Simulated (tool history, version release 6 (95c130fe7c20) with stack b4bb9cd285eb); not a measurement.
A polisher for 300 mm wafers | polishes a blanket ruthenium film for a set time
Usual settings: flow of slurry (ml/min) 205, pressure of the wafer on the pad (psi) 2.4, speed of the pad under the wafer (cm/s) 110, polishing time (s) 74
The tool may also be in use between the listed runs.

run    hour  flow of slurry (ml/min)  pressure of the wafer on the pad (psi)  speed of the pad under the wafer (cm/s)  polishing time (s)  incoming thickness of the incoming film, nm  film removed (Å)
  1       0                      205                                     2.4                                       86                  74                                        332.3               890
  2    42.8                      205                                     2.4                                      110                  74                                        329.5              1101
  3    66.5                      205                                     2.4                                      110                  74                                        333.2              1086
  4     101                      205                                     2.4                                      110                  74                                        336.5              1082
  5   114.9                      205                                     2.4                                      110                  74                                        328.9              1062
  6   138.7                      205                                     2.7                                      110                  74                                        335.9              1197
  7   153.2                      205                                     2.4                                      110                  74                                        335.2              1089
  8   181.7                      205                                     2.4                                      110                  74                                        331.6              1057
  9   211.9                      205                                     2.4                                      110                  74                                          331              1032
 10   224.2                      205                                     2.4                                      110                  74                                        327.6              1043
 11   255.4                      205                                     2.4                                      110                  74                                        329.3              1068
 12   278.2                      205                                     2.4                                      110                  74                                        327.4              1074
 13   294.7                      205                                     2.4                                      134                  74                                        332.8              1179
 14   315.7                      205                                     2.4                                      134                  74                                        329.9              1206
 15     341                      260                                     2.4                                      110                  74                                        325.8              1072
 16   444.4                      205                                       2                                      146                  74                                        326.9              1086
 17   478.1                      155                                     2.4                                      110                  74                                          324              1015
 18   510.3                      205                                     2.7                                       78                  74                                        334.4               989
 19   612.3                      275                                     2.9                                       78                  86                                        336.5              1219
 20   644.8                      205                                     2.4                                      110                  54                                        329.3               745
 21   669.3                      245                                     2.4                                      110                  74                                        326.5              1097
 22   689.8                      205                                     2.4                                      144                  74                                        329.9              1228
 23     705                      155                                     1.8                                      138                  52                                          330               603
 24   720.3                      205                                     2.4                                      110                  74                                        325.8              1036
 25   747.1                      205                                     2.4                                      110                  74                                          331              1014
 26   774.4                      205                                     1.6                                      110                  65                                        331.9               599
 27   804.3                      270                                     2.4                                      110                  74                                        326.9              1052
 28   828.1                      275                                     2.4                                      110                  74                                        326.5              1071
 29   855.8                      205                                     2.4                                       74                  74                                        331.8               827
 30   868.7                      205                                     1.7                                      100                  52                                        330.9               487
 31   886.5                      205                                     2.7                                      110                  74                                        328.9              1226
 32   913.2                      205                                     2.4                                      110                  74                                        330.5              1089
 33   931.3                      235                                     1.8                                       98                  61                                        325.3               629
 34     954                      205                                     2.4                                      110                  74                                          332              1096
 35   981.2                      165                                       3                                      128                  84                                        332.5              1641
 36   995.7                      205                                     1.9                                      120                  74                                        332.2               886
 37  1030.2                      205                                     1.9                                       84                  74                                        325.1               702

Not shown: 9 entries that the log had between the listed runs. Between which runs, and how does the tool's hidden state differ before and after?
Between runs 1 and 2: slurry nozzle cleaned (hour 10.6)
  slurry flow missing at the pad, %: 44.7 -> 10.2
  measured less the result without the state, film removed (Å): -64 -> -13
Between runs 3 and 4: head pressure recalibrated (hour 80.2)
  slurry flow missing at the pad, %: 15.3 -> 21.3
  measured less the result without the state, film removed (Å): -19 -> -29
Between runs 8 and 9: worn pad replaced by a new one (hour 190.2)
  slurry flow missing at the pad, %: 30.9 -> 33.3
  measured less the result without the state, film removed (Å): -45 -> -48
Between runs 15 and 16: slurry nozzle cleaned (hour 391.3); worn pad replaced by a new one (hour 392.5)
  slurry flow missing at the pad, %: 39.6 -> 16.4
  measured less the result without the state, film removed (Å): -54 -> -21
Between runs 19 and 20: worn pad replaced by a new one (hour 642.2)
  slurry flow missing at the pad, %: 36.3 -> 38.2
  measured less the result without the state, film removed (Å): -51 -> -43
Between runs 23 and 24: head pressure recalibrated (hour 707.2)
  slurry flow missing at the pad, %: 40.7 -> 41.2
  measured less the result without the state, film removed (Å): -46 -> -66
Between runs 29 and 30: worn pad replaced by a new one (hour 862.1)
  slurry flow missing at the pad, %: 44 -> 44.1
  measured less the result without the state, film removed (Å): -58 -> -34
Between runs 30 and 31: slurry nozzle cleaned (hour 876.9)
  slurry flow missing at the pad, %: 44.1 -> 3.41
  measured less the result without the state, film removed (Å): -34 -> -4
